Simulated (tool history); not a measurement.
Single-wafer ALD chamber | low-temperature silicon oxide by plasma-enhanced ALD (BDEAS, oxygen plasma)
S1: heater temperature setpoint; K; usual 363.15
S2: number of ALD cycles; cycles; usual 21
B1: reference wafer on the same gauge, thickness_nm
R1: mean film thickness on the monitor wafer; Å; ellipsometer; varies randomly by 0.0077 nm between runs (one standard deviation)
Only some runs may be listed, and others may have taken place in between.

run    hour      S1  S2     B1     R1
  1     0.0  374.15  21  3.031  29.64
  2   138.1  374.15  21  3.028  29.47
      190.4  -- gauge calibrated
  3   191.0  374.15  21  3.029  29.61
  4   249.1  357.15  21  3.027  30.90
  5   303.8  357.15  21  3.030  30.94
  6   336.9  357.15  21  3.031  30.85
  7   383.1  372.15  22  3.032  31.01
  8   408.7  372.15  22  3.029  30.98
  9   440.1  372.15  22  3.029  31.07
 10   481.3  353.15  21  3.031  31.36
 11   538.7  353.15  21  3.031  31.29
 12   590.9  363.15  18  3.031  26.05
 13   616.1  363.15  18  3.031  26.10
      625.4  -- thermocouple changed; heater temperature recalibrated
 14   670.7  363.15  21  3.030  30.83
 15   739.9  374.15  21  3.030  29.71
 16   774.7  378.15  24  3.032  33.97
 17   863.5  363.15  21  3.030  30.85
 18   925.0  351.15  18  3.030  27.41
      940.8  -- gauge calibrated
 19   961.6  353.15  21  3.031  31.75
 20  1005.3  371.15  24  3.030  34.42

Run 21 comes next. What will it give?
 21  1067.1  369.15  24   ?   ?

{"run 21": {"B1": 3.03, "R1": 34.3}}
Were there no unlogged condition in the tool, this run, its random variation unchanged, would have produced R1 34.60 Å.
